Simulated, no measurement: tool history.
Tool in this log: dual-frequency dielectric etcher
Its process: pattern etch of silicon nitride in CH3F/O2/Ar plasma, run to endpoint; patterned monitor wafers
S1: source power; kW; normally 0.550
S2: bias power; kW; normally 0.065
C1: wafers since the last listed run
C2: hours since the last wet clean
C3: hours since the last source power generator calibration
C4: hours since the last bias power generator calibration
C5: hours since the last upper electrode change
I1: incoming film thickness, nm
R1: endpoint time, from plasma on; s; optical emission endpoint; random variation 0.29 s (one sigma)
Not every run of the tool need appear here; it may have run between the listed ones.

run,day,S1,S2,C1,C2,C3,C4,C5,I1,R1
1,0.000,0.550,0.065,0,336.7,2966.7,3095.8,5342.7,51.8,71.2
2,0.550,0.490,0.059,121,349.9,2979.9,3109.0,5355.9,51.0,74.1
3,1.279,0.490,0.059,161,367.4,2997.4,3126.5,5373.4,51.1,73.9
4,1.700,0.550,0.065,93,377.5,3007.5,3136.6,5383.5,51.4,70.5
5,2.196,0.550,0.065,109,389.4,3019.4,3148.5,5395.4,51.2,69.7
6,2.767,0.550,0.065,126,403.1,3033.1,3162.2,5409.1,51.5,70.8
7,3.446,0.550,0.065,150,419.4,3049.4,3178.5,5425.4,51.2,69.8
8,3.929,0.550,0.065,106,431.0,3061.0,3190.1,5437.0,51.3,69.6
9,4.592,0.550,0.065,146,446.9,3076.9,3206.0,5452.9,51.0,69.6
10,4.883,0.550,0.074,64,453.9,3083.9,3213.0,5459.9,51.5,66.9
11,5.200,0.550,0.058,70,461.5,3091.5,3220.6,5467.5,51.3,73.0
12,5.575,0.550,0.065,82,470.5,3100.5,3229.6,5476.5,51.0,69.0
# day 6.129: bias power generator calibrated
# day 6.908: upper electrode replaced
13,6.929,0.550,0.065,89,503.0,3133.0,19.2,0.5,51.3,69.7
14,6.942,0.550,0.065,2,503.3,3133.3,19.5,0.8,51.6,69.1
15,7.058,0.550,0.065,25,506.1,3136.1,22.3,3.6,51.3,69.1
# day 7.521: source power generator calibrated
16,7.788,0.610,0.065,124,523.6,6.4,39.8,21.1,51.2,67.7
# day 8.858: wet clean of the chamber
17,8.879,0.660,0.070,20,0.5,32.6,66.0,47.3,51.6,68.8
18,8.896,0.550,0.065,3,0.9,33.0,66.4,47.7,51.3,73.6
19,9.246,0.550,0.065,77,9.3,41.4,74.8,56.1,51.6,73.4
20,9.646,0.620,0.057,88,18.9,51.0,84.4,65.7,51.6,75.2
21,10.254,0.650,0.060,134,33.5,65.6,99.0,80.3,51.4,72.7
22,10.508,0.660,0.065,56,39.6,71.7,105.1,86.4,51.3,70.5
23,10.792,0.550,0.052,62,46.4,78.5,111.9,93.2,51.5,79.7
24,11.079,0.550,0.049,63,53.3,85.4,118.8,100.1,51.3,81.2
25,11.704,0.410,0.080,138,68.3,100.4,133.8,115.1,51.3,70.8
26,12.208,0.590,0.050,111,80.4,112.5,145.9,127.2,51.5,79.2
27,12.929,0.610,0.081,159,97.7,129.8,163.2,144.5,51.4,65.9
28,13.625,0.480,0.065,153,114.4,146.5,179.9,161.2,51.4,74.3
29,13.938,0.550,0.065,69,121.9,154.0,187.4,168.7,51.2,72.5
30,14.612,0.610,0.070,149,138.1,170.2,203.6,184.9,51.6,69.4
31,15.333,0.500,0.077,159,155.4,187.5,220.9,202.2,51.5,68.9

For each run, what was the tool's unlogged condition?
source power that arrives over what is set, %: 0 in every run
bias power that arrives over what is set, %: 0 in every run
H1: etch rate over this chamber's usual, %
run,H1
1,3.3
2,3.43
3,3.6
4,3.71
5,3.82
6,3.96
7,4.13
8,4.24
9,4.4
10,4.47
11,4.55
12,4.64
13,4.96
14,4.97
15,5
16,5.17
17,-0.933
18,-0.929
19,-0.845
20,-0.749
21,-0.602
22,-0.541
23,-0.473
24,-0.403
25,-0.253
26,-0.132
27,0.0421
28,0.21
29,0.285
30,0.447
31,0.621
